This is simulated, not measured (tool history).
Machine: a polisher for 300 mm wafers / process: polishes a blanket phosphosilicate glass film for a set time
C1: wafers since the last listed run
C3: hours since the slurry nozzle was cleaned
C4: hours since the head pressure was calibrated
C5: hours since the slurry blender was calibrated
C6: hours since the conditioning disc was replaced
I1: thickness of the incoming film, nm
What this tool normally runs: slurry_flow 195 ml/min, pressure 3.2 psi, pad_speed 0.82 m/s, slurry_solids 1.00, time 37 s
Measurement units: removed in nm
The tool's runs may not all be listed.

{"run": 1, "day": 0.0, "slurry_flow": 195, "pressure": 3.2, "pad_speed": 0.82, "slurry_solids": 1.0, "time": 37, "C1": 0, "wafers polished on this pad": 277, "C3": 476.7, "C4": 422.8, "C5": 144.4, "C6": 88.7, "I1": 2192.4, "removed": 311.5}
{"run": 2, "day": 0.596, "slurry_flow": 195, "pressure": 3.2, "pad_speed": 0.82, "slurry_solids": 1.0, "time": 37, "C1": 150, "wafers polished on this pad": 428, "C3": 491.0, "C4": 437.1, "C5": 158.7, "C6": 103.0, "I1": 2204.4, "removed": 313.1}
{"day": 0.712, "done": "slurry blender recalibrated"}
{"run": 3, "day": 1.058, "slurry_flow": 195, "pressure": 3.2, "pad_speed": 0.82, "slurry_solids": 1.2, "time": 37, "C1": 95, "wafers polished on this pad": 523, "C3": 502.1, "C4": 448.2, "C5": 8.3, "C6": 114.1, "I1": 2174.1, "removed": 343.3}
{"run": 4, "day": 1.317, "slurry_flow": 195, "pressure": 3.2, "pad_speed": 0.82, "slurry_solids": 1.2, "time": 37, "C1": 65, "wafers polished on this pad": 588, "C3": 508.3, "C4": 454.4, "C5": 14.5, "C6": 120.3, "I1": 2208.0, "removed": 331.4}
{"run": 5, "day": 1.742, "slurry_flow": 195, "pressure": 3.2, "pad_speed": 0.82, "slurry_solids": 1.2, "time": 37, "C1": 107, "wafers polished on this pad": 696, "C3": 518.5, "C4": 464.6, "C5": 24.7, "C6": 130.5, "I1": 2192.8, "removed": 333.4}
{"day": 2.304, "done": "worn pad replaced by a new one"}
{"run": 6, "day": 2.325, "slurry_flow": 195, "pressure": 3.2, "pad_speed": 0.82, "slurry_solids": 1.0, "time": 37, "C1": 105, "wafers polished on this pad": 5, "C3": 532.5, "C4": 478.6, "C5": 38.7, "C6": 144.5, "I1": 2212.9, "removed": 314.6}
{"run": 7, "day": 2.683, "slurry_flow": 195, "pressure": 2.9, "pad_speed": 0.82, "slurry_solids": 1.0, "time": 37, "C1": 90, "wafers polished on this pad": 95, "C3": 541.1, "C4": 487.2, "C5": 47.3, "C6": 153.1, "I1": 2210.8, "removed": 287.9}
{"run": 8, "day": 3.004, "slurry_flow": 195, "pressure": 2.9, "pad_speed": 0.82, "slurry_solids": 1.0, "time": 37, "C1": 80, "wafers polished on this pad": 176, "C3": 548.8, "C4": 494.9, "C5": 55.0, "C6": 160.8, "I1": 2162.2, "removed": 290.4}
{"run": 9, "day": 3.371, "slurry_flow": 195, "pressure": 3.2, "pad_speed": 0.82, "slurry_solids": 1.0, "time": 37, "C1": 92, "wafers polished on this pad": 269, "C3": 557.6, "C4": 503.7, "C5": 63.8, "C6": 169.6, "I1": 2170.7, "removed": 313.7}
{"run": 10, "day": 3.629, "slurry_flow": 195, "pressure": 3.2, "pad_speed": 0.82, "slurry_solids": 1.0, "time": 37, "C1": 65, "wafers polished on this pad": 334, "C3": 563.8, "C4": 509.9, "C5": 70.0, "C6": 175.8, "I1": 2209.9, "removed": 317.7}
{"day": 4.171, "done": "head pressure recalibrated"}
{"run": 11, "day": 4.192, "slurry_flow": 195, "pressure": 3.2, "pad_speed": 0.82, "slurry_solids": 1.0, "time": 37, "C1": 120, "wafers polished on this pad": 455, "C3": 577.3, "C4": 0.5, "C5": 83.5, "C6": 189.3, "I1": 2183.1, "removed": 313.8}
{"run": 12, "day": 4.896, "slurry_flow": 195, "pressure": 3.2, "pad_speed": 0.82, "slurry_solids": 1.0, "time": 37, "C1": 177, "wafers polished on this pad": 633, "C3": 594.2, "C4": 17.4, "C5": 100.4, "C6": 206.2, "I1": 2226.1, "removed": 321.4}
{"day": 5.121, "done": "worn pad replaced by a new one"}
{"run": 13, "day": 5.638, "slurry_flow": 195, "pressure": 2.3, "pad_speed": 0.82, "slurry_solids": 1.0, "time": 37, "C1": 145, "wafers polished on this pad": 130, "C3": 612.0, "C4": 35.2, "C5": 118.2, "C6": 224.0, "I1": 2210.2, "removed": 226.3}
{"run": 14, "day": 6.208, "slurry_flow": 145, "pressure": 2.5, "pad_speed": 0.82, "slurry_solids": 0.7, "time": 37, "C1": 144, "wafers polished on this pad": 274, "C3": 625.7, "C4": 48.9, "C5": 131.9, "C6": 237.7, "I1": 2183.7, "removed": 214.5}
{"day": 6.317, "done": "slurry blender recalibrated"}
{"run": 15, "day": 6.554, "slurry_flow": 150, "pressure": 2.3, "pad_speed": 1.0, "slurry_solids": 1.0, "time": 33, "C1": 66, "wafers polished on this pad": 340, "C3": 634.0, "C4": 57.2, "C5": 5.7, "C6": 246.0, "I1": 2247.7, "removed": 227.8}
{"run": 16, "day": 7.179, "slurry_flow": 195, "pressure": 2.6, "pad_speed": 0.82, "slurry_solids": 1.25, "time": 37, "C1": 157, "wafers polished on this pad": 498, "C3": 649.0, "C4": 72.2, "C5": 20.7, "C6": 261.0, "I1": 2223.4, "removed": 274.2}
{"run": 17, "day": 7.908, "slurry_flow": 195, "pressure": 3.2, "pad_speed": 0.82, "slurry_solids": 1.0, "time": 37, "C1": 183, "wafers polished on this pad": 682, "C3": 666.5, "C4": 89.7, "C5": 38.2, "C6": 278.5, "I1": 2210.0, "removed": 323.6}
{"run": 18, "day": 8.233, "slurry_flow": 195, "pressure": 3.2, "pad_speed": 0.82, "slurry_solids": 1.0, "time": 37, "C1": 82, "wafers polished on this pad": 764, "C3": 674.3, "C4": 97.5, "C5": 46.0, "C6": 286.3, "I1": 2231.7, "removed": 309.6}
{"day": 8.571, "done": "worn pad replaced by a new one"}
{"day": 8.658, "done": "slurry nozzle cleaned"}
{"run": 19, "day": 8.883, "slurry_flow": 130, "pressure": 3.2, "pad_speed": 0.82, "slurry_solids": 0.75, "time": 37, "C1": 111, "wafers polished on this pad": 68, "C3": 5.4, "C4": 113.1, "C5": 61.6, "C6": 301.9, "I1": 2172.5, "removed": 271.2}
{"run": 20, "day": 9.308, "slurry_flow": 195, "pressure": 3.2, "pad_speed": 0.82, "slurry_solids": 1.0, "time": 37, "C1": 107, "wafers polished on this pad": 175, "C3": 15.6, "C4": 123.3, "C5": 71.8, "C6": 312.1, "I1": 2220.0, "removed": 311.0}
{"day": 9.5, "done": "conditioning disc replaced and pad reconditioned"}
{"run": 21, "day": 9.8, "slurry_flow": 195, "pressure": 2.6, "pad_speed": 0.82, "slurry_solids": 1.15, "time": 37, "C1": 103, "wafers polished on this pad": 278, "C3": 27.4, "C4": 135.1, "C5": 83.6, "C6": 7.2, "I1": 2237.8, "removed": 264.9}
{"run": 22, "day": 10.533, "slurry_flow": 195, "pressure": 3.5, "pad_speed": 0.82, "slurry_solids": 1.0, "time": 26, "C1": 185, "wafers polished on this pad": 463, "C3": 45.0, "C4": 152.7, "C5": 101.2, "C6": 24.8, "I1": 2202.6, "removed": 243.3}
{"run": 23, "day": 11.088, "slurry_flow": 195, "pressure": 3.2, "pad_speed": 0.82, "slurry_solids": 1.0, "time": 37, "C1": 139, "wafers polished on this pad": 603, "C3": 58.3, "C4": 166.0, "C5": 114.5, "C6": 38.1, "I1": 2214.8, "removed": 318.8}
{"run": 24, "day": 11.354, "slurry_flow": 135, "pressure": 3.2, "pad_speed": 0.82, "slurry_solids": 1.0, "time": 37, "C1": 67, "wafers polished on this pad": 670, "C3": 64.7, "C4": 172.4, "C5": 120.9, "C6": 44.5, "I1": 2251.2, "removed": 303.9}
{"day": 11.871, "done": "worn pad replaced by a new one"}
{"run": 25, "day": 11.892, "slurry_flow": 195, "pressure": 3.7, "pad_speed": 0.82, "slurry_solids": 1.0, "time": 37, "C1": 93, "wafers polished on this pad": 5, "C3": 77.6, "C4": 185.3, "C5": 133.8, "C6": 57.4, "I1": 2208.3, "removed": 358.0}
{"run": 26, "day": 12.204, "slurry_flow": 195, "pressure": 3.2, "pad_speed": 0.82, "slurry_solids": 1.0, "time": 37, "C1": 78, "wafers polished on this pad": 83, "C3": 85.1, "C4": 192.8, "C5": 141.3, "C6": 64.9, "I1": 2239.4, "removed": 317.4}
{"day": 12.508, "done": "slurry blender recalibrated"}
{"run": 27, "day": 12.733, "slurry_flow": 125, "pressure": 3.2, "pad_speed": 1.0, "slurry_solids": 0.9, "time": 31, "C1": 112, "wafers polished on this pad": 196, "C3": 97.8, "C4": 205.5, "C5": 5.4, "C6": 77.6, "I1": 2223.5, "removed": 284.9}

Below are 3 alternative next runs, each starting from the tool's condition after run 27. Predict each:
{"run": "A", "day": 12.75, "slurry_flow": 195, "pressure": 3.2, "pad_speed": 0.82, "slurry_solids": 1.0, "time": 37, "C1": 4, "wafers polished on this pad": 200, "C3": 98.2, "C4": 205.9, "C5": 5.8, "C6": 78.0, "I1": 2194.5, "removed": "?"}
{"run": "B", "day": 12.75, "slurry_flow": 195, "pressure": 4.1, "pad_speed": 0.58, "slurry_solids": 0.85, "time": 37, "C1": 4, "wafers polished on this pad": 200, "C3": 98.2, "C4": 205.9, "C5": 5.8, "C6": 78.0, "I1": 2194.5, "removed": "?"}
{"run": "C", "day": 12.75, "slurry_flow": 195, "pressure": 3.2, "pad_speed": 0.82, "slurry_solids": 1.0, "time": 50, "C1": 4, "wafers polished on this pad": 200, "C3": 98.2, "C4": 205.9, "C5": 5.8, "C6": 78.0, "I1": 2194.5, "removed": "?"}

run=A removed=317.2
run=B removed=293.1
run=C removed=428.7
What these runs would have given with no unlogged condition in the tool:
run=A removed=317.2
run=B removed=293.1
run=C removed=428.7

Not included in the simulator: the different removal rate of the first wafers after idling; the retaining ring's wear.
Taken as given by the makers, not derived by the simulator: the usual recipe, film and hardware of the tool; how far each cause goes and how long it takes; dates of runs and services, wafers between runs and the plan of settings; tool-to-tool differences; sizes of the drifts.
